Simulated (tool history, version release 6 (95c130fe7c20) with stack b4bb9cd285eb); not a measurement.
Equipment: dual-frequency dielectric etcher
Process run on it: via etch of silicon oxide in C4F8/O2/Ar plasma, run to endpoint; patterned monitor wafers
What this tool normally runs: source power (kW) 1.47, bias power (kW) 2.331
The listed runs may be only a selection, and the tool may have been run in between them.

| run | hour | source power (kW) | bias power (kW) | wafers since the last listed run | hours since the last wet clean | hours since the last source power generator calibration | hours since the last bias power generator calibration | hours since the last upper electrode change | incoming incoming film thickness, nm | endpoint time (s) |
|---|---|---|---|---|---|---|---|---|---|---|
| 1 | 0 | 1.47 | 2.614 | 0 | 89.3 | 2432.6 | 2275.7 | 1590 | 1849.5 | 378.4 |
| 2 | 12.8 | 1.47 | 2.614 | 76 | 102.1 | 2445.4 | 2288.5 | 1602.8 | 1852 | 373.8 |
| 3 | 31.4 | 1.47 | 2.614 | 110 | 120.7 | 2464 | 2307.1 | 1621.4 | 1835.5 | 373.4 |
| 4 | 46.6 | 1.47 | 2.331 | 90 | 135.9 | 2479.2 | 2322.3 | 1636.6 | 1832.7 | 386.5 |
| 5 | 79 | 1.47 | 2.331 | 192 | 168.3 | 2511.6 | 2354.7 | 1669 | 1843.3 | 388.4 |
| 6 | 100.8 | 1.47 | 2.331 | 129 | 190.1 | 2533.4 | 2376.5 | 1690.8 | 1840.1 | 387.9 |
| 7 | 115 | 1.47 | 2.56 | 84 | 204.3 | 2547.6 | 2390.7 | 1705 | 1818.4 | 371.3 |
| 8 | 143.4 | 1.47 | 2.331 | 168 | 232.7 | 2576 | 2419.1 | 1733.4 | 1840.8 | 388.4 |
| 9 | 162.3 | 1.47 | 1.94 | 112 | 251.6 | 2594.9 | 2438 | 1752.3 | 1842 | 413.8 |
| 10 | 187.4 | 1.47 | 2.331 | 149 | 276.7 | 2620 | 2463.1 | 1777.4 | 1855.3 | 391.7 |
| 11 | 219.5 | 1.47 | 2.331 | 190 | 308.8 | 2652.1 | 2495.2 | 1809.5 | 1849.5 | 389.4 |
|  | 228.4 | bias power generator calibrated |
| 12 | 254 | 1.18 | 2.331 | 181 | 343.3 | 2686.6 | 25.6 | 1844 | 1845.9 | 417.1 |
| 13 | 279.9 | 1.18 | 2.331 | 153 | 369.2 | 2712.5 | 51.5 | 1869.9 | 1828.8 | 409.5 |
| 14 | 307.8 | 1.34 | 2.331 | 165 | 397.1 | 2740.4 | 79.4 | 1897.8 | 1826.1 | 394.1 |
| 15 | 324 | 1.36 | 2.561 | 96 | 413.3 | 2756.6 | 95.6 | 1914 | 1853.3 | 385.7 |
| 16 | 337.3 | 1.63 | 2.613 | 79 | 426.6 | 2769.9 | 108.9 | 1927.3 | 1857.1 | 367.1 |
| 17 | 365.8 | 1.47 | 2.331 | 169 | 455.1 | 2798.4 | 137.4 | 1955.8 | 1861.3 | 392.2 |
| 18 | 396.5 | 1.47 | 2.331 | 182 | 485.8 | 2829.1 | 168.1 | 1986.5 | 1850.3 | 394.2 |
| 19 | 412.4 | 1.63 | 2.613 | 94 | 501.7 | 2845 | 184 | 2002.4 | 1843.7 | 364.1 |

Forecast run 20:
| 20 | 447.1 | 1.47 | 2.331 | 206 | 536.4 | 2879.7 | 218.7 | 2037.1 | 1843.8 | ? |

endpoint time (s): 386.5
If the tool had no hidden condition, the same run with the same run-to-run variation would have returned endpoint time (s) 386.5.
